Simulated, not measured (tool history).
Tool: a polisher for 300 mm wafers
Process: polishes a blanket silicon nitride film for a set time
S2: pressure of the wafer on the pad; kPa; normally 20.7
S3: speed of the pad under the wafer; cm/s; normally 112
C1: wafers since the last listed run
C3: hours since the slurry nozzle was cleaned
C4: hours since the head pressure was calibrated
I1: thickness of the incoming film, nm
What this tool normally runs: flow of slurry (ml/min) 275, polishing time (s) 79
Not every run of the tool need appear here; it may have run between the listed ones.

Run 1, hour 0: usual settings but polishing time (s) 59; C1 0; wafers polished on this pad 3616; C3 166.3; C4 34.9; I1 586.4. Result: film removed (nm) 91.4.
Run 2, hour 36.2: usual settings but flow of slurry (ml/min) 240, S3 142 cm/s; C1 523; wafers polished on this pad 4139; C3 202.5; C4 71.1; I1 589.7. Result: film removed (nm) 144.1.
At hour 43: worn pad replaced by a new one.
Run 3, hour 79.4: usual settings; C1 566; wafers polished on this pad 526; C3 245.7; C4 114.3; I1 580.6. Result: film removed (nm) 119.8.
Run 4, hour 129.1: usual settings; C1 718; wafers polished on this pad 1244; C3 295.4; C4 164; I1 577.6. Result: film removed (nm) 116.7.
Run 5, hour 161.7: usual settings but S2 24.1 kPa; C1 471; wafers polished on this pad 1716; C3 328; C4 196.6; I1 584.7. Result: film removed (nm) 138.6.
Run 6, hour 197.6: usual settings but S3 142 cm/s; C1 519; wafers polished on this pad 2235; C3 363.9; C4 232.5; I1 589.8. Result: film removed (nm) 142.8.
At hour 205: slurry nozzle cleaned.
Run 7, hour 266.2: usual settings; C1 977; wafers polished on this pad 3212; C3 61.2; C4 301.1; I1 597.6. Result: film removed (nm) 121.
Run 8, hour 298.9: usual settings; C1 472; wafers polished on this pad 3685; C3 93.9; C4 333.8; I1 599.9. Result: film removed (nm) 122.6.
At hour 320.8: worn pad replaced by a new one.
Run 9, hour 346.3: usual settings but S3 130 cm/s; C1 627; wafers polished on this pad 369; C3 141.3; C4 381.2; I1 580.6. Result: film removed (nm) 134.6.
Run 10, hour 416.1: usual settings; C1 1009; wafers polished on this pad 1378; C3 211.1; C4 451; I1 584.5. Result: film removed (nm) 118.
Run 11, hour 476.9: usual settings; C1 879; wafers polished on this pad 2257; C3 271.9; C4 511.8; I1 594.4. Result: film removed (nm) 120.9.
Run 12, hour 515.8: usual settings; C1 562; wafers polished on this pad 2820; C3 310.8; C4 550.7; I1 588.5. Result: film removed (nm) 118.3.
At hour 538.8: slurry nozzle cleaned.
Run 13, hour 557.1: usual settings but flow of slurry (ml/min) 245; C1 582; wafers polished on this pad 3402; C3 18.3; C4 592; I1 578.3. Result: film removed (nm) 119.6.
At hour 614.2: worn pad replaced by a new one.
Run 14, hour 625.2: usual settings but polishing time (s) 92; C1 926; wafers polished on this pad 158; C3 86.4; C4 660.1; I1 588.4. Result: film removed (nm) 139.8.
Run 15, hour 694.7: usual settings but S3 92 cm/s; C1 1004; wafers polished on this pad 1163; C3 155.9; C4 729.6; I1 592.3. Result: film removed (nm) 103.4.
Run 16, hour 722.8: usual settings but S2 24.8 kPa, polishing time (s) 96; C1 406; wafers polished on this pad 1570; C3 184; C4 757.7; I1 596.2. Result: film removed (nm) 174.3.
Run 17, hour 849.8: usual settings but S2 25.5 kPa, S3 94 cm/s, polishing time (s) 91; C1 1836; wafers polished on this pad 3406; C3 311; C4 884.7; I1 586.4. Result: film removed (nm) 145.1.
At hour 881.2: worn pad replaced by a new one.
At hour 883.5: head pressure recalibrated.
Run 18, hour 906.5: usual settings but flow of slurry (ml/min) 225; C1 733; wafers polished on this pad 337; C3 367.7; C4 23; I1 596.3. Result: film removed (nm) 116.4.
At hour 955.8: slurry nozzle cleaned.
Run 19, hour 970.4: usual settings; C1 909; wafers polished on this pad 1246; C3 14.6; C4 86.9; I1 587.3. Result: film removed (nm) 118.6.
Run 20, hour 1041.3: usual settings but S3 132 cm/s; C1 1025; wafers polished on this pad 2272; C3 85.5; C4 157.8; I1 578.9. Result: film removed (nm) 139.
Run 21, hour 1095.1: usual settings; C1 777; wafers polished on this pad 3049; C3 139.3; C4 211.6; I1 595.6. Result: film removed (nm) 121.6.
At hour 1158.2: worn pad replaced by a new one.
Run 22, hour 1158.7: usual settings but flow of slurry (ml/min) 345, S2 16.5 kPa, S3 78 cm/s, polishing time (s) 106; C1 861; wafers polished on this pad 6; C3 202.9; C4 275.2; I1 594.3. Result: film removed (nm) 99.2.
Run 23, hour 1215.7: usual settings but flow of slurry (ml/min) 225, S2 15.9 kPa, S3 130 cm/s, polishing time (s) 70; C1 824; wafers polished on this pad 831; C3 259.9; C4 332.2; I1 590.8. Result: film removed (nm) 89.2.
Run 24, hour 1281.4: usual settings but flow of slurry (ml/min) 360, S2 26.2 kPa; C1 949; wafers polished on this pad 1781; C3 325.6; C4 397.9; I1 592.3. Result: film removed (nm) 152.4.
Run 25, hour 1321.2: usual settings but flow of slurry (ml/min) 320, S3 96 cm/s; C1 575; wafers polished on this pad 2356; C3 365.4; C4 437.7; I1 584.7. Result: film removed (nm) 104.5.

What if the next run were any one of these 3? Each begins from the tool's condition after run 25:
Run A, hour 1321.6: usual settings but S3 134 cm/s; C1 5; wafers polished on this pad 2362; C3 365.8; C4 438.1; I1 584.2. Result: film removed (nm) ?.
Run B, hour 1321.6: usual settings but S3 130 cm/s, polishing time (s) 66; C1 5; wafers polished on this pad 2362; C3 365.8; C4 438.1; I1 584.2. Result: film removed (nm) ?.
Run C, hour 1321.6: usual settings but flow of slurry (ml/min) 310, S2 16.5 kPa; C1 5; wafers polished on this pad 2362; C3 365.8; C4 438.1; I1 584.2. Result: film removed (nm) ?.

run  film removed (nm)
  A                136
  B              110.9
  C               95.4
What these runs would have given with no unlogged condition in the tool:
run  film removed (nm)
  A              142.1
  B              115.8
  C               99.3
